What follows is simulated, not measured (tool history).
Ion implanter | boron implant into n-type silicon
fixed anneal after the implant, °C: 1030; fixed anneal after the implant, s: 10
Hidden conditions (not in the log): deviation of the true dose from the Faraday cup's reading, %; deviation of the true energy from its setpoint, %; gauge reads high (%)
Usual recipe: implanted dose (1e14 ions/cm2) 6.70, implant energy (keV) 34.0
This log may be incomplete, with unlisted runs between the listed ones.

run,hour,implanted dose (1e14 ions/cm2),implant energy (keV),wafers since the last listed run,hours since the last dose calibration,hours since the extraction supply was calibrated,hours since the gauge calibration,"read-back reference wafer on the same gauge, sheet resistance",sheet resistance of the implanted and annealed layer (ohm/square)
1,0.0,6.70,34.0,0,80.0,2630.4,230.7,117.97,143.94
2,91.0,6.70,27.5,1660,171.0,2721.4,321.7,118.00,147.25
3,146.1,6.70,27.5,1005,226.1,2776.5,376.8,118.01,147.94
4,194.8,6.70,27.5,888,274.8,2825.2,425.5,118.00,147.75
5,302.0,6.70,30.5,1956,382.0,2932.4,532.7,118.02,146.29
6,355.5,5.38,34.0,976,435.5,2985.9,586.2,117.96,173.66
7,393.2,5.38,34.0,687,473.2,3023.6,623.9,118.01,173.37
8,461.4,6.70,39.5,1244,541.4,3091.8,692.1,118.02,143.25
9,546.3,6.70,39.5,1549,626.3,3176.7,777.0,117.98,143.35
10,606.7,6.70,24.5,1102,686.7,3237.1,837.4,118.00,150.53
11,663.1,6.70,24.5,1029,743.1,3293.5,893.8,118.01,150.60
12,706.0,6.70,24.5,782,786.0,3336.4,936.7,117.98,150.78
13,746.9,8.11,26.0,746,826.9,3377.3,977.6,117.98,126.90
14,787.4,6.70,27.5,738,867.4,3417.8,1018.1,117.98,148.87
15,843.7,6.70,44.0,1027,923.7,3474.1,1074.4,117.98,142.02
16,929.0,6.70,27.5,1556,1009.0,3559.4,1159.7,118.03,149.03
17,973.3,8.53,44.0,808,1053.3,3603.7,1204.0,118.00,117.12
18,1123.7,6.08,26.5,2744,1203.7,3754.1,1354.4,117.97,162.08

What will run 19 give?
19,1159.7,6.70,34.0,656,1239.7,3790.1,1390.4,?,?

{"run 19": {"read-back reference wafer on the same gauge, sheet resistance": 117.98, "sheet resistance of the implanted and annealed layer (ohm/square)": 145.93}}
The same run, on a tool lacking any hidden state, would have yielded sheet resistance of the implanted and annealed layer (ohm/square) 143.58.
